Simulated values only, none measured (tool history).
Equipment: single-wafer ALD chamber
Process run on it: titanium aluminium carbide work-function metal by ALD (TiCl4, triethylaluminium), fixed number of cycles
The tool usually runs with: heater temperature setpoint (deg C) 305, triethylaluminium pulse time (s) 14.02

run    hour  heater temperature setpoint (deg C)  triethylaluminium pulse time (s)  wafers since the last listed run  hours since the last thermocouple change  hours since the last triethylaluminium bottle change  hours since the showerhead was replaced  hours since the gauge calibration  read-back reference wafer on the same gauge, thickness_nm  mean film thickness on the monitor wafer (Å)
  1     0.0                                  295                             15.30                                 0                                     504.3                                                 319.7                                   3659.0                              241.7                                                      1.994                                         21.25
  2   104.1                                  295                             15.30                              1072                                     608.4                                                 423.8                                   3763.1                              345.8                                                      1.988                                         21.29
  3   292.6                                  295                             15.30                              1942                                     796.9                                                 612.3                                   3951.6                              534.3                                                      1.987                                         21.38
  4   377.4                                  305                             14.02                               873                                     881.7                                                 697.1                                   4036.4                              619.1                                                      1.990                                         22.57
  5   535.0                                  305                             14.02                              1623                                    1039.3                                                 854.7                                   4194.0                              776.7                                                      1.991                                         22.31
      618.1  -- triethylaluminium bottle replaced
  6   634.7                                  295                             14.02                               944                                    1139.0                                                  16.6                                   4293.7                              876.4                                                      1.994                                         21.43
  7   702.7                                  295                             14.02                               700                                    1207.0                                                  84.6                                   4361.7                              944.4                                                      1.984                                         21.27
  8   782.7                                  295                             14.02                               824                                    1287.0                                                 164.6                                   4441.7                             1024.4                                                      1.988                                         21.16
  9   838.6                                  305                             14.02                               575                                    1342.9                                                 220.5                                   4497.6                             1080.3                                                      1.989                                         22.44
 10   946.1                                  305                             14.02                              1107                                    1450.4                                                 328.0                                   4605.1                             1187.8                                                      1.992                                         22.41
 11  1017.9                                  305                             14.02                               739                                    1522.2                                                 399.8                                   4676.9                             1259.6                                                      1.988                                         22.41
 12  1091.4                                  305                             14.02                               757                                    1595.7                                                 473.3                                   4750.4                             1333.1                                                      1.991                                         22.28
     1142.4  -- showerhead replaced
 13  1150.1                                  305                             14.02                               522                                    1654.4                                                 532.0                                      7.7                             1391.8                                                      1.991                                         22.43
 14  1206.9                                  305                             14.02                               585                                    1711.2                                                 588.8                                     64.5                             1448.6                                                      1.991                                         22.41
 15  1275.1                                  305                             14.02                               702                                    1779.4                                                 657.0                                    132.7                             1516.8                                                      1.991                                         22.45
     1444.5  -- thermocouple changed; heater temperature recalibrated
     1553.0  -- triethylaluminium bottle replaced
 16  1553.5                                  305                             12.30                              2703                                     109.0                                                   0.5                                    411.1                             1795.2                                                      1.987                                         22.16
 17  1623.4                                  305                             12.30                               720                                     178.9                                                  70.4                                    481.0                             1865.1                                                      1.994                                         22.30
     1815.0  -- gauge calibrated
 18  1823.8                                  298                              9.44                              2064                                     379.3                                                 270.8                                    681.4                                8.8                                                      1.990                                         21.30
 19  1908.5                                  305                             14.02                               872                                     464.0                                                 355.5                                    766.1                               93.5                                                      1.991                                         22.36
 20  1976.7                                  305                             14.02                               702                                     532.2                                                 423.7                                    834.3                              161.7                                                      1.990                                         22.45
 21  2038.6                                  305                             11.53                               637                                     594.1                                                 485.6                                    896.2                              223.6                                                      1.992                                         22.21
 22  2084.1                                  295                             15.90                               468                                     639.6                                                 531.1                                    941.7                              269.1                                                      1.991                                         21.46
 23  2122.5                                  293                             16.44                               395                                     678.0                                                 569.5                                    980.1                              307.5                                                      1.988                                         21.17
     2402.4  -- triethylaluminium bottle replaced
 24  2402.9                                  301                             14.02                              2806                                     958.4                                                   0.5                                   1260.5                              587.9                                                      1.990                                         21.92
 25  2442.2                                  317                             11.13                               404                                     997.7                                                  39.8                                   1299.8                              627.2                                                      1.989                                         23.55
 26  2524.9                                  296                             18.72                               852                                    1080.4                                                 122.5                                   1382.5                              709.9                                                      1.987                                         21.48
 27  2603.7                                  305                             14.02                               811                                    1159.2                                                 201.3                                   1461.3                              788.7                                                      1.987                                         22.44
 28  2683.7                                  298                             11.89                               824                                    1239.2                                                 281.3                                   1541.3                              868.7                                                      1.992                                         21.49
 29  2725.2                                  320                             12.61                               427                                    1280.7                                                 322.8                                   1582.8                              910.2                                                      1.990                                         24.05
 30  2798.4                                  305                             17.73                               754                                    1353.9                                                 396.0                                   1656.0                              983.4                                                      1.992                                         22.46
 31  2856.2                                  319                             16.86                               595                                    1411.7                                                 453.8                                   1713.8                             1041.2                                                      1.992                                         23.83
 32  2913.4                                  318                             17.49                               589                                    1468.9                                                 511.0                                   1771.0                             1098.4                                                      1.984                                         23.90
 33  2993.1                                  305                             14.02                               821                                    1548.6                                                 590.7                                   1850.7                             1178.1                                                      1.993                                         22.45
     3033.4  -- thermocouple changed; heater temperature recalibrated
 34  3092.6                                  293                              8.92                               942                                      59.2                                                 690.2                                   1950.2                             1277.6                                                      1.990                                         20.66

Consider 3 possible next runs. They are alternatives, not a sequence: every one starts from the tool as it was left by run 34. What does each give?
  A  3093.0                                  305                             14.02                                 4                                      59.6                                                 690.6                                   1950.6                             1278.0                                                          ?                                             ?
  B  3093.0                                  319                              9.07                                 4                                      59.6                                                 690.6                                   1950.6                             1278.0                                                          ?                                             ?
  C  3093.0                                  305                              8.48                                 4                                      59.6                                                 690.6                                   1950.6                             1278.0                                                          ?                                             ?

run  read-back reference wafer on the same gauge, thickness_nm  mean film thickness on the monitor wafer (Å)
  A                                                      1.987                                         22.25
  B                                                      1.987                                         23.41
  C                                                      1.987                                         21.83
Stripped of hidden state, with their random variation kept, the same runs would have yielded:
run  mean film thickness on the monitor wafer (Å)
  A                                         22.25
  B                                         23.41
  C                                         21.83
